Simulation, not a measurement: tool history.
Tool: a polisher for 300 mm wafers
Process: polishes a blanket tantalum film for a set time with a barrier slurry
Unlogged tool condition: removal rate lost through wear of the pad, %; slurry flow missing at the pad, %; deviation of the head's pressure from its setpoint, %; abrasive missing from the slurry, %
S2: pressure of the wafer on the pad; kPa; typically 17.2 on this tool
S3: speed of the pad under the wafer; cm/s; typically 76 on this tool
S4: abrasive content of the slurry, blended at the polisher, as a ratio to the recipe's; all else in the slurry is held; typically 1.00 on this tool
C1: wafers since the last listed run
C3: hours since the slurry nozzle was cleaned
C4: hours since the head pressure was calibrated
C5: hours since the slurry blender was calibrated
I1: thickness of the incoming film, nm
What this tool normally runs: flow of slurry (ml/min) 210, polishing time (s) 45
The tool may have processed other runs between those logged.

Run 1, hour 0.0: usual settings but S4 0.90; C1 0; wafers polished on this pad 1001; C3 480.2; C4 1172.8; C5 16.4; I1 198.4. Result: film removed (nm) 57.7.
At hour 12.3: worn pad replaced by a new one.
Run 2, hour 12.8: usual settings but S4 0.90; C1 111; wafers polished on this pad 6; C3 493.0; C4 1185.6; C5 29.2; I1 197.6. Result: film removed (nm) 61.3.
Run 3, hour 29.0: usual settings but S3 70 cm/s, S4 1.20; C1 204; wafers polished on this pad 211; C3 509.2; C4 1201.8; C5 45.4; I1 198.8. Result: film removed (nm) 60.7.
Run 4, hour 35.2: usual settings but S3 70 cm/s, S4 1.20; C1 78; wafers polished on this pad 289; C3 515.4; C4 1208.0; C5 51.6; I1 201.7. Result: film removed (nm) 60.3.
Run 5, hour 49.6: usual settings but S3 70 cm/s; C1 181; wafers polished on this pad 471; C3 529.8; C4 1222.4; C5 66.0; I1 199.2. Result: film removed (nm) 56.1.
Run 6, hour 61.6: usual settings but S3 70 cm/s; C1 151; wafers polished on this pad 622; C3 541.8; C4 1234.4; C5 78.0; I1 198.6. Result: film removed (nm) 55.1.
Run 7, hour 76.4: usual settings but S3 70 cm/s; C1 186; wafers polished on this pad 809; C3 556.6; C4 1249.2; C5 92.8; I1 198.0. Result: film removed (nm) 54.4.
Run 8, hour 91.7: usual settings; C1 193; wafers polished on this pad 1002; C3 571.9; C4 1264.5; C5 108.1; I1 202.3. Result: film removed (nm) 58.4.
Run 9, hour 97.7: usual settings; C1 75; wafers polished on this pad 1078; C3 577.9; C4 1270.5; C5 114.1; I1 200.8. Result: film removed (nm) 57.5.
At hour 102.6: worn pad replaced by a new one.
Run 10, hour 104.5: usual settings; C1 35; wafers polished on this pad 24; C3 584.7; C4 1277.3; C5 120.9; I1 198.5. Result: film removed (nm) 61.1.
Run 11, hour 111.2: usual settings; C1 84; wafers polished on this pad 108; C3 591.4; C4 1284.0; C5 127.6; I1 199.9. Result: film removed (nm) 61.0.
Run 12, hour 120.7: usual settings; C1 119; wafers polished on this pad 228; C3 600.9; C4 1293.5; C5 137.1; I1 203.1. Result: film removed (nm) 59.1.
Run 13, hour 127.1: usual settings but polishing time (s) 34; C1 80; wafers polished on this pad 309; C3 607.3; C4 1299.9; C5 143.5; I1 201.7. Result: film removed (nm) 44.8.
At hour 134.1: head pressure recalibrated.
Run 14, hour 139.1: usual settings; C1 126; wafers polished on this pad 435; C3 619.3; C4 5.0; C5 155.5; I1 199.7. Result: film removed (nm) 59.0.
At hour 145.6: slurry nozzle cleaned.
Run 15, hour 155.7: usual settings but S3 90 cm/s; C1 196; wafers polished on this pad 632; C3 10.1; C4 21.6; C5 172.1; I1 200.1. Result: film removed (nm) 66.1.
Run 16, hour 170.5: usual settings but S3 60 cm/s; C1 186; wafers polished on this pad 819; C3 24.9; C4 36.4; C5 186.9; I1 200.3. Result: film removed (nm) 46.8.
Run 17, hour 184.5: usual settings but flow of slurry (ml/min) 160, S3 58 cm/s, S4 0.70, polishing time (s) 34; C1 176; wafers polished on this pad 996; C3 38.9; C4 50.4; C5 200.9; I1 200.3. Result: film removed (nm) 27.3.
Run 18, hour 191.0: usual settings; C1 82; wafers polished on this pad 1078; C3 45.4; C4 56.9; C5 207.4; I1 202.9. Result: film removed (nm) 56.0.
At hour 195.3: slurry blender recalibrated.
At hour 199.9: worn pad replaced by a new one.
Run 19, hour 200.4: usual settings but S3 70 cm/s, S4 1.20; C1 42; wafers polished on this pad 5; C3 54.8; C4 66.3; C5 5.1; I1 202.7. Result: film removed (nm) 63.7.
Run 20, hour 208.0: usual settings but S3 68 cm/s; C1 95; wafers polished on this pad 101; C3 62.4; C4 73.9; C5 12.7; I1 199.0. Result: film removed (nm) 56.5.
Run 21, hour 216.3: usual settings but flow of slurry (ml/min) 245; C1 104; wafers polished on this pad 206; C3 70.7; C4 82.2; C5 21.0; I1 200.3. Result: film removed (nm) 63.1.
Run 22, hour 230.1: usual settings but polishing time (s) 55; C1 174; wafers polished on this pad 380; C3 84.5; C4 96.0; C5 34.8; I1 200.3. Result: film removed (nm) 75.3.
Run 23, hour 241.8: usual settings; C1 147; wafers polished on this pad 528; C3 96.2; C4 107.7; C5 46.5; I1 199.9. Result: film removed (nm) 59.3.
Run 24, hour 255.0: usual settings but S2 19.3 kPa, S3 88 cm/s; C1 166; wafers polished on this pad 695; C3 109.4; C4 120.9; C5 59.7; I1 199.2. Result: film removed (nm) 74.0.
Run 25, hour 264.0: usual settings but S3 54 cm/s; C1 113; wafers polished on this pad 808; C3 118.4; C4 129.9; C5 68.7; I1 203.2. Result: film removed (nm) 45.2.

What will run 26 give?
Run 26, hour 279.2: usual settings but flow of slurry (ml/min) 145, S4 1.25, polishing time (s) 56; C1 191; wafers polished on this pad 1000; C3 133.6; C4 145.1; C5 83.9; I1 199.6. Result: film removed (nm) ?.

film removed (nm): 74.2
Take away the tool's hidden state, keep the run-to-run variation as it was, and the same run would have given film removed (nm) 81.8.
